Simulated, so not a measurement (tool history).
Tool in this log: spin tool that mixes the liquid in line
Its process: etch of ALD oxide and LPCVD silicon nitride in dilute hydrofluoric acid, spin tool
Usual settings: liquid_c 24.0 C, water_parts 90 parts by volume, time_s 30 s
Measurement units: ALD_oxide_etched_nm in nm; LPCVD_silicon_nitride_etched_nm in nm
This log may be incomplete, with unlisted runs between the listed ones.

| run | hour | liquid_c | water_parts | time_s | wafers since the last listed run | hours since the thermometer was replaced | hours since the hydrofluoric acid flow meter was replaced | hours since the gauge calibration | read-back film thickness of the ALD oxide reference wafer, read on the same gauge (nm) | read-back film thickness of the LPCVD silicon nitride reference wafer, read on the same gauge (nm) | ALD_oxide_etched_nm | LPCVD_silicon_nitride_etched_nm |
|---|---|---|---|---|---|---|---|---|---|---|---|---|
| 1 | 0.0 | 24.0 | 90 | 30 | 0 | 2126.4 | 733.4 | 447.5 | 69.498 | 129.135 | 4.536 | 0.151 |
| 2 | 24.7 | 24.0 | 90 | 30 | 364 | 2151.1 | 758.1 | 472.2 | 69.452 | 128.987 | 4.556 | 0.180 |
| 3 | 59.9 | 24.0 | 90 | 30 | 518 | 2186.3 | 793.3 | 507.4 | 69.314 | 128.771 | 4.554 | 0.138 |
| 4 | 89.4 | 24.0 | 55 | 30 | 434 | 2215.8 | 822.8 | 536.9 | 69.231 | 128.581 | 7.766 | 0.283 |
|  | 114.6 | thermometer replaced |
| 5 | 115.1 | 24.0 | 55 | 30 | 364 | 0.5 | 848.5 | 562.6 | 69.139 | 128.400 | 7.705 | 0.253 |
| 6 | 136.2 | 24.0 | 90 | 30 | 310 | 21.6 | 869.6 | 583.7 | 69.052 | 128.227 | 4.518 | 0.155 |
| 7 | 169.3 | 24.0 | 90 | 30 | 487 | 54.7 | 902.7 | 616.8 | 68.934 | 127.983 | 4.523 | 0.224 |
| 8 | 185.0 | 24.0 | 90 | 30 | 231 | 70.4 | 918.4 | 632.5 | 68.865 | 127.851 | 4.499 | 0.148 |
|  | 188.8 | hydrofluoric acid flow meter replaced |
| 9 | 216.2 | 24.0 | 120 | 30 | 445 | 101.6 | 27.4 | 663.7 | 68.698 | 127.593 | 3.277 | 0.120 |
| 10 | 231.7 | 24.0 | 50 | 40 | 228 | 117.1 | 42.9 | 679.2 | 68.686 | 127.462 | 11.348 | 0.425 |
| 11 | 260.3 | 24.0 | 90 | 30 | 421 | 145.7 | 71.5 | 707.8 | 68.516 | 127.206 | 4.497 | 0.159 |
| 12 | 277.9 | 24.0 | 55 | 30 | 259 | 163.3 | 89.1 | 725.4 | 68.389 | 127.065 | 7.704 | 0.326 |
| 13 | 299.0 | 28.5 | 125 | 15 | 310 | 184.4 | 110.2 | 746.5 | 68.354 | 126.856 | 1.814 | 0.073 |
| 14 | 328.4 | 21.0 | 60 | 25 | 433 | 213.8 | 139.6 | 775.9 | 68.174 | 126.590 | 5.159 | 0.179 |
|  | 334.9 | gauge calibrated |
| 15 | 350.1 | 24.0 | 90 | 40 | 319 | 235.5 | 161.3 | 15.2 | 70.373 | 130.676 | 6.168 | 0.230 |
| 16 | 384.4 | 24.0 | 45 | 45 | 505 | 269.8 | 195.6 | 49.5 | 70.364 | 130.657 | 14.681 | 0.505 |
| 17 | 396.6 | 24.0 | 90 | 45 | 179 | 282.0 | 207.8 | 61.7 | 70.310 | 130.648 | 6.948 | 0.307 |
| 18 | 422.9 | 25.5 | 70 | 20 | 387 | 308.3 | 234.1 | 88.0 | 70.338 | 130.637 | 4.291 | 0.166 |
| 19 | 439.1 | 24.0 | 90 | 30 | 238 | 324.5 | 250.3 | 104.2 | 70.284 | 130.627 | 4.600 | 0.151 |
| 20 | 470.9 | 26.5 | 135 | 20 | 468 | 356.3 | 282.1 | 136.0 | 70.293 | 130.561 | 2.136 | 0.091 |
| 21 | 488.7 | 24.0 | 90 | 30 | 262 | 374.1 | 299.9 | 153.8 | 70.265 | 130.550 | 4.594 | 0.156 |
| 22 | 516.5 | 28.0 | 90 | 45 | 409 | 401.9 | 327.7 | 181.6 | 70.260 | 130.481 | 8.063 | 0.327 |
| 23 | 533.3 | 24.0 | 60 | 30 | 247 | 418.7 | 344.5 | 198.4 | 70.233 | 130.438 | 7.208 | 0.204 |
| 24 | 553.6 | 24.0 | 130 | 30 | 299 | 439.0 | 364.8 | 218.7 | 70.192 | 130.391 | 3.050 | 0.121 |
| 25 | 588.8 | 21.0 | 120 | 45 | 518 | 474.2 | 400.0 | 253.9 | 70.110 | 130.255 | 4.485 | 0.175 |
| 26 | 615.8 | 21.5 | 90 | 30 | 397 | 501.2 | 427.0 | 280.9 | 70.144 | 130.179 | 4.148 | 0.149 |
| 27 | 630.0 | 24.0 | 90 | 30 | 209 | 515.4 | 441.2 | 295.1 | 70.036 | 130.122 | 4.579 | 0.101 |

Run-by-run hidden state of the tool:
liquid colder than its thermometer reads (K): 0, the same for each run
hydrofluoric acid flow below the setpoint (%): 0, the same for each run
H1: gauge reads high (%)
| run | H1 |
|---|---|
| 1 | -0.672 |
| 2 | -0.783 |
| 3 | -0.952 |
| 4 | -1.1 |
| 5 | -1.24 |
| 6 | -1.36 |
| 7 | -1.55 |
| 8 | -1.65 |
| 9 | -1.85 |
| 10 | -1.95 |
| 11 | -2.14 |
| 12 | -2.27 |
| 13 | -2.42 |
| 14 | -2.64 |
| 15 | 0.525 |
| 16 | 0.514 |
| 17 | 0.507 |
| 18 | 0.488 |
| 19 | 0.473 |
| 20 | 0.436 |
| 21 | 0.41 |
| 22 | 0.365 |
| 23 | 0.333 |
| 24 | 0.292 |
| 25 | 0.211 |
| 26 | 0.14 |
| 27 | 0.1 |
